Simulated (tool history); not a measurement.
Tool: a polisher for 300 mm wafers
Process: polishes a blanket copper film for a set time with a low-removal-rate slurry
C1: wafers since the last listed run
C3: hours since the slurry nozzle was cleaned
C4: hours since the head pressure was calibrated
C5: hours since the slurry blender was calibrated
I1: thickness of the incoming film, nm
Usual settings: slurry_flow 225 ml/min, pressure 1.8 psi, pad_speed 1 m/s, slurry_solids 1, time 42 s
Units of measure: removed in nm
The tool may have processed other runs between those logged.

run 1 hour=0 | slurry_flow=225 pressure=1.8 pad_speed=1 slurry_solids=1 time=42 | C1=0 wafers_polished_on_this_pad=1655 C3=264.6 C4=257.5 C5=98.2 | I1=1509.5 | removed=78.7
run 2 hour=29.8 | slurry_flow=225 pressure=1.8 pad_speed=1 slurry_solids=1.25 time=42 | C1=249 wafers_polished_on_this_pad=1904 C3=294.4 C4=287.3 C5=128 | I1=1547.6 | removed=82.6
-- hour=40.2 worn pad replaced by a new one
run 3 hour=64.4 | slurry_flow=225 pressure=1.8 pad_speed=1 slurry_solids=1.25 time=42 | C1=256 wafers_polished_on_this_pad=202 C3=329 C4=321.9 C5=162.6 | I1=1541.7 | removed=83.3
run 4 hour=80 | slurry_flow=225 pressure=1.8 pad_speed=1 slurry_solids=1 time=42 | C1=130 wafers_polished_on_this_pad=332 C3=344.6 C4=337.5 C5=178.2 | I1=1530.5 | removed=79
-- hour=97.3 head pressure recalibrated
run 5 hour=108.3 | slurry_flow=225 pressure=1.8 pad_speed=1 slurry_solids=1 time=42 | C1=220 wafers_polished_on_this_pad=552 C3=372.9 C4=11 C5=206.5 | I1=1542.1 | removed=80.5
run 6 hour=127.6 | slurry_flow=225 pressure=1.8 pad_speed=1 slurry_solids=1 time=42 | C1=161 wafers_polished_on_this_pad=714 C3=392.2 C4=30.3 C5=225.8 | I1=1521.4 | removed=83.2
run 7 hour=148.5 | slurry_flow=225 pressure=1.8 pad_speed=1 slurry_solids=1 time=42 | C1=174 wafers_polished_on_this_pad=889 C3=413.1 C4=51.2 C5=246.7 | I1=1552.8 | removed=83
run 8 hour=174.6 | slurry_flow=175 pressure=1.8 pad_speed=1 slurry_solids=1 time=53 | C1=218 wafers_polished_on_this_pad=1107 C3=439.2 C4=77.3 C5=272.8 | I1=1517.9 | removed=104.5
-- hour=184.8 slurry blender recalibrated
run 9 hour=203.5 | slurry_flow=225 pressure=1.6 pad_speed=1.28 slurry_solids=1 time=37 | C1=225 wafers_polished_on_this_pad=1332 C3=468.1 C4=106.2 C5=18.7 | I1=1501.1 | removed=83.8
run 10 hour=232.4 | slurry_flow=225 pressure=1.8 pad_speed=1 slurry_solids=1 time=42 | C1=241 wafers_polished_on_this_pad=1574 C3=497 C4=135.1 C5=47.6 | I1=1527.1 | removed=86.3
run 11 hour=250 | slurry_flow=225 pressure=1.8 pad_speed=1 slurry_solids=1 time=42 | C1=147 wafers_polished_on_this_pad=1722 C3=514.6 C4=152.7 C5=65.2 | I1=1501.2 | removed=85.8
-- hour=264 worn pad replaced by a new one
run 12 hour=264.5 | slurry_flow=225 pressure=1.8 pad_speed=1 slurry_solids=1.25 time=42 | C1=87 wafers_polished_on_this_pad=4 C3=529.1 C4=167.2 C5=79.7 | I1=1529.6 | removed=89.5
run 13 hour=296.5 | slurry_flow=225 pressure=1.8 pad_speed=1 slurry_solids=1 time=42 | C1=267 wafers_polished_on_this_pad=272 C3=561.1 C4=199.2 C5=111.7 | I1=1560 | removed=84.2
run 14 hour=311.9 | slurry_flow=225 pressure=1.8 pad_speed=1 slurry_solids=1 time=42 | C1=128 wafers_polished_on_this_pad=401 C3=576.5 C4=214.6 C5=127.1 | I1=1498.6 | removed=87.1
run 15 hour=337.1 | slurry_flow=265 pressure=2 pad_speed=1.2 slurry_solids=1 time=42 | C1=210 wafers_polished_on_this_pad=611 C3=601.7 C4=239.8 C5=152.3 | I1=1528 | removed=115.7
-- hour=349.8 head pressure recalibrated, repeated, since the last time left the tool worse
run 16 hour=353.7 | slurry_flow=225 pressure=1.8 pad_speed=1 slurry_solids=1.3 time=47 | C1=122 wafers_polished_on_this_pad=734 C3=618.3 C4=3.9 C5=168.9 | I1=1508.4 | removed=87
-- hour=360.5 slurry nozzle cleaned
run 17 hour=384.6 | slurry_flow=225 pressure=1.8 pad_speed=1 slurry_solids=1 time=42 | C1=250 wafers_polished_on_this_pad=984 C3=24.1 C4=34.8 C5=199.8 | I1=1544.9 | removed=76.3
run 18 hour=414 | slurry_flow=190 pressure=2.2 pad_speed=1.26 slurry_solids=1 time=36 | C1=246 wafers_polished_on_this_pad=1230 C3=53.5 C4=64.2 C5=229.2 | I1=1535.6 | removed=100
run 19 hour=426.1 | slurry_flow=225 pressure=1.8 pad_speed=1.12 slurry_solids=1 time=36 | C1=101 wafers_polished_on_this_pad=1331 C3=65.6 C4=76.3 C5=241.3 | I1=1558 | removed=74.9
run 20 hour=446.5 | slurry_flow=225 pressure=1.8 pad_speed=1 slurry_solids=1 time=42 | C1=170 wafers_polished_on_this_pad=1502 C3=86 C4=96.7 C5=261.7 | I1=1511.8 | removed=76.9
-- hour=474.2 slurry blender recalibrated
-- hour=488.1 worn pad replaced by a new one
run 21 hour=507.3 | slurry_flow=225 pressure=1.3 pad_speed=1 slurry_solids=0.9 time=47 | C1=458 wafers_polished_on_this_pad=160 C3=146.8 C4=157.5 C5=33.1 | I1=1512.4 | removed=62
run 22 hour=525.4 | slurry_flow=255 pressure=2.2 pad_speed=1 slurry_solids=1 time=50 | C1=151 wafers_polished_on_this_pad=311 C3=164.9 C4=175.6 C5=51.2 | I1=1521.8 | removed=115.1
run 23 hour=545.2 | slurry_flow=265 pressure=1.8 pad_speed=1 slurry_solids=1 time=42 | C1=165 wafers_polished_on_this_pad=477 C3=184.7 C4=195.4 C5=71 | I1=1516.8 | removed=79.9
run 24 hour=584.1 | slurry_flow=225 pressure=1.8 pad_speed=1 slurry_solids=1 time=32 | C1=325 wafers_polished_on_this_pad=803 C3=223.6 C4=234.3 C5=109.9 | I1=1537.9 | removed=59.7
run 25 hour=599.3 | slurry_flow=160 pressure=1.8 pad_speed=0.88 slurry_solids=1.2 time=36 | C1=127 wafers_polished_on_this_pad=930 C3=238.8 C4=249.5 C5=125.1 | I1=1526.2 | removed=59.2
run 26 hour=613.1 | slurry_flow=225 pressure=1.8 pad_speed=1 slurry_solids=1 time=35 | C1=115 wafers_polished_on_this_pad=1045 C3=252.6 C4=263.3 C5=138.9 | I1=1523.3 | removed=65.1
run 27 hour=627 | slurry_flow=225 pressure=1.8 pad_speed=1 slurry_solids=1 time=42 | C1=116 wafers_polished_on_this_pad=1162 C3=266.5 C4=277.2 C5=152.8 | I1=1555.5 | removed=77.5
run 28 hour=657.3 | slurry_flow=225 pressure=1.8 pad_speed=1 slurry_solids=1 time=42 | C1=253 wafers_polished_on_this_pad=1415 C3=296.8 C4=307.5 C5=183.1 | I1=1550.5 | removed=77.1
run 29 hour=683.4 | slurry_flow=225 pressure=1.8 pad_speed=1 slurry_solids=1 time=42 | C1=218 wafers_polished_on_this_pad=1634 C3=322.9 C4=333.6 C5=209.2 | I1=1541 | removed=79.6
-- hour=691.4 head pressure recalibrated
run 30 hour=698.1 | slurry_flow=225 pressure=1.8 pad_speed=1 slurry_solids=1 time=57 | C1=106 wafers_polished_on_this_pad=1740 C3=337.6 C4=6.7 C5=223.9 | I1=1524.1 | removed=102.4
-- hour=718.4 slurry blender recalibrated
run 31 hour=724.3 | slurry_flow=150 pressure=1.8 pad_speed=1 slurry_solids=1 time=53 | C1=202 wafers_polished_on_this_pad=1943 C3=363.8 C4=32.9 C5=5.9 | I1=1557.1 | removed=91.1

The tool's hidden state at each run:
removal rate lost through wear of the pad, %: 0, the same for each run
slurry flow missing at the pad, %: 0, the same for each run
abrasive missing from the slurry, %: 0, the same for each run
H1: deviation of the head's pressure from its setpoint, %
run=1 H1=5.66
run=2 H1=5.86
run=3 H1=6.03
run=4 H1=6.1
run=5 H1=10.3
run=6 H1=11.2
run=7 H1=12
run=8 H1=12.8
run=9 H1=13.6
run=10 H1=14.2
run=11 H1=14.5
run=12 H1=14.7
run=13 H1=15.1
run=14 H1=15.3
run=15 H1=15.5
run=16 H1=0.199
run=17 H1=1.6
run=18 H1=2.66
run=19 H1=3.03
run=20 H1=3.58
run=21 H1=4.8
run=22 H1=5.06
run=23 H1=5.31
run=24 H1=5.71
run=25 H1=5.83
run=26 H1=5.93
run=27 H1=6.03
run=28 H1=6.2
run=29 H1=6.31
run=30 H1=-0.368
run=31 H1=0.815
